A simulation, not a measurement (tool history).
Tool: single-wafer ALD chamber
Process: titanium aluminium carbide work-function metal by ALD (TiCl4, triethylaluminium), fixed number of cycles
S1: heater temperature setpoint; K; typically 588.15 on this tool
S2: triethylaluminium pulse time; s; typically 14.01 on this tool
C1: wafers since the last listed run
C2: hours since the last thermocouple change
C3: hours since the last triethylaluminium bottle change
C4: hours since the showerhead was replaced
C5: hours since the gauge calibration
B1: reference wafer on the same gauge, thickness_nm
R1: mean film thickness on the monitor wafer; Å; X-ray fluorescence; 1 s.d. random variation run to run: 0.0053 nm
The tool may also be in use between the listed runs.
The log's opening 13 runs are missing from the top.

{"hour": 1058.1, "done": "triethylaluminium bottle replaced"}
{"run": 14, "hour": 1093.7, "S1": 588.15, "S2": 14.01, "C1": 885, "C2": 1930.3, "C3": 35.6, "C4": 2349.8, "C5": 377.9, "B1": 1.801, "R1": 21.13}
{"run": 15, "hour": 1136.8, "S1": 588.15, "S2": 14.01, "C1": 478, "C2": 1973.4, "C3": 78.7, "C4": 2392.9, "C5": 421.0, "B1": 1.8, "R1": 21.01}
{"run": 16, "hour": 1228.1, "S1": 597.15, "S2": 10.7, "C1": 1014, "C2": 2064.7, "C3": 170.0, "C4": 2484.2, "C5": 512.3, "B1": 1.8, "R1": 21.66}
{"run": 17, "hour": 1295.7, "S1": 588.15, "S2": 11.03, "C1": 751, "C2": 2132.3, "C3": 237.6, "C4": 2551.8, "C5": 579.9, "B1": 1.8, "R1": 20.66}
{"hour": 1392.5, "done": "thermocouple changed; heater temperature recalibrated"}
{"run": 18, "hour": 1393.0, "S1": 588.15, "S2": 14.01, "C1": 992, "C2": 0.5, "C3": 334.9, "C4": 2649.1, "C5": 677.2, "B1": 1.799, "R1": 21.16}
{"run": 19, "hour": 1485.0, "S1": 588.15, "S2": 14.01, "C1": 1022, "C2": 92.5, "C3": 426.9, "C4": 2741.1, "C5": 769.2, "B1": 1.799, "R1": 21.23}
{"hour": 1536.7, "done": "showerhead replaced"}
{"run": 20, "hour": 1551.6, "S1": 582.15, "S2": 12.13, "C1": 651, "C2": 159.1, "C3": 493.5, "C4": 14.9, "C5": 835.8, "B1": 1.799, "R1": 20.38}
{"run": 21, "hour": 1608.4, "S1": 602.15, "S2": 14.01, "C1": 631, "C2": 215.9, "C3": 550.3, "C4": 71.7, "C5": 892.6, "B1": 1.801, "R1": 22.51}
{"run": 22, "hour": 1694.9, "S1": 594.15, "S2": 14.01, "C1": 961, "C2": 302.4, "C3": 636.8, "C4": 158.2, "C5": 979.1, "B1": 1.799, "R1": 21.68}

What will run 23 give?
{"run": 23, "hour": 1743.0, "S1": 597.15, "S2": 8.75, "C1": 534, "C2": 350.5, "C3": 684.9, "C4": 206.3, "C5": 1027.2, "B1": "?", "R1": "?"}

{"run 23": {"B1": 1.801, "R1": 21.57}}
Without the tool's hidden state the same run would have given R1 21.98 Å.
